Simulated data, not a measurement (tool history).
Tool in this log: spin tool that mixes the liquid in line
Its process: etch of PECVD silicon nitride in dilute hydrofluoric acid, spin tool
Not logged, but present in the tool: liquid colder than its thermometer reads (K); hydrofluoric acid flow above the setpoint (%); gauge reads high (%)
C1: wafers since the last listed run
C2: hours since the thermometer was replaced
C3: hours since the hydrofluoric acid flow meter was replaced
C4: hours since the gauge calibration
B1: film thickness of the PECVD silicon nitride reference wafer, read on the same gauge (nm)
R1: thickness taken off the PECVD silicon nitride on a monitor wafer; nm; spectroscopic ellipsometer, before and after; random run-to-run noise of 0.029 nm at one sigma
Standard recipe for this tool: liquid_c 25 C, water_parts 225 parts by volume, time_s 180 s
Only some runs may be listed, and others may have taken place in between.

run 1 hour=0 | liquid_c=29 water_parts=225 time_s=180 | C1=0 C2=1434.4 C3=452.5 C4=598.9 | B1=79.999 | R1=2.187
run 2 hour=32.3 | liquid_c=29 water_parts=225 time_s=180 | C1=151 C2=1466.7 C3=484.8 C4=631.2 | B1=80.001 | R1=2.176
run 3 hour=51.1 | liquid_c=25 water_parts=225 time_s=180 | C1=88 C2=1485.5 C3=503.6 C4=650 | B1=79.988 | R1=1.731
run 4 hour=85.2 | liquid_c=25 water_parts=225 time_s=180 | C1=160 C2=1519.6 C3=537.7 C4=684.1 | B1=80 | R1=1.75
run 5 hour=102.6 | liquid_c=24 water_parts=225 time_s=180 | C1=81 C2=1537 C3=555.1 C4=701.5 | B1=79.969 | R1=1.709
run 6 hour=153.9 | liquid_c=24 water_parts=225 time_s=180 | C1=240 C2=1588.3 C3=606.4 C4=752.8 | B1=79.983 | R1=1.629
run 7 hour=176.9 | liquid_c=24 water_parts=225 time_s=180 | C1=107 C2=1611.3 C3=629.4 C4=775.8 | B1=79.994 | R1=1.644
run 8 hour=210 | liquid_c=25 water_parts=150 time_s=180 | C1=155 C2=1644.4 C3=662.5 C4=808.9 | B1=79.976 | R1=2.618
run 9 hour=241.3 | liquid_c=25 water_parts=150 time_s=180 | C1=146 C2=1675.7 C3=693.8 C4=840.2 | B1=79.978 | R1=2.644
run 10 hour=273.3 | liquid_c=26.5 water_parts=225 time_s=180 | C1=150 C2=1707.7 C3=725.8 C4=872.2 | B1=80.006 | R1=1.946
-- hour=285.1 gauge calibrated
run 11 hour=290.4 | liquid_c=26.5 water_parts=225 time_s=180 | C1=80 C2=1724.8 C3=742.9 C4=5.3 | B1=79.992 | R1=1.967
run 12 hour=364.6 | liquid_c=25 water_parts=150 time_s=180 | C1=348 C2=1799 C3=817.1 C4=79.5 | B1=80.005 | R1=2.673
run 13 hour=384 | liquid_c=21 water_parts=310 time_s=115 | C1=91 C2=1818.4 C3=836.5 C4=98.9 | B1=79.981 | R1=0.652
run 14 hour=413 | liquid_c=23 water_parts=225 time_s=235 | C1=136 C2=1847.4 C3=865.5 C4=127.9 | B1=79.986 | R1=2.055
run 15 hour=426.9 | liquid_c=27 water_parts=225 time_s=145 | C1=65 C2=1861.3 C3=879.4 C4=141.8 | B1=80.017 | R1=1.643
run 16 hour=445.9 | liquid_c=25 water_parts=225 time_s=180 | C1=89 C2=1880.3 C3=898.4 C4=160.8 | B1=80.006 | R1=1.811
run 17 hour=463.2 | liquid_c=21 water_parts=265 time_s=270 | C1=81 C2=1897.6 C3=915.7 C4=178.1 | B1=79.986 | R1=1.809
run 18 hour=499.2 | liquid_c=25 water_parts=320 time_s=275 | C1=169 C2=1933.6 C3=951.7 C4=214.1 | B1=80.002 | R1=1.968
-- hour=501.9 hydrofluoric acid flow meter replaced
run 19 hour=511.9 | liquid_c=25 water_parts=300 time_s=180 | C1=54 C2=1946.3 C3=10 C4=226.8 | B1=80.005 | R1=1.254
-- hour=562.2 thermometer replaced
run 20 hour=583.8 | liquid_c=25 water_parts=305 time_s=180 | C1=332 C2=21.6 C3=81.9 C4=298.7 | B1=79.996 | R1=1.224
run 21 hour=607.1 | liquid_c=25 water_parts=265 time_s=180 | C1=109 C2=44.9 C3=105.2 C4=322 | B1=80 | R1=1.403
run 22 hour=639.9 | liquid_c=25 water_parts=225 time_s=180 | C1=154 C2=77.7 C3=138 C4=354.8 | B1=79.992 | R1=1.688
run 23 hour=719.9 | liquid_c=25 water_parts=290 time_s=180 | C1=375 C2=157.7 C3=218 C4=434.8 | B1=79.986 | R1=1.307

Predict each of these 5 candidate next runs independently; none follows another, all start after run 23:
run A hour=720.4 | liquid_c=25 water_parts=275 time_s=180 | C1=2 C2=158.2 C3=218.5 C4=435.3 | B1=? | R1=?
run B hour=720.4 | liquid_c=21 water_parts=120 time_s=285 | C1=2 C2=158.2 C3=218.5 C4=435.3 | B1=? | R1=?
run C hour=720.4 | liquid_c=20.5 water_parts=225 time_s=180 | C1=2 C2=158.2 C3=218.5 C4=435.3 | B1=? | R1=?
run D hour=720.4 | liquid_c=26.5 water_parts=225 time_s=95 | C1=2 C2=158.2 C3=218.5 C4=435.3 | B1=? | R1=?
run E hour=720.4 | liquid_c=21.5 water_parts=225 time_s=180 | C1=2 C2=158.2 C3=218.5 C4=435.3 | B1=? | R1=?

run=A B1=79.999 R1=1.382
run=B B1=79.999 R1=3.831
run=C B1=79.999 R1=1.267
run=D B1=79.999 R1=0.977
run=E B1=79.999 R1=1.352
Stripped of hidden state, with their random variation kept, the same runs would have yielded:
run=A R1=1.327
run=B R1=3.682
run=C R1=1.218
run=D R1=0.938
run=E R1=1.299
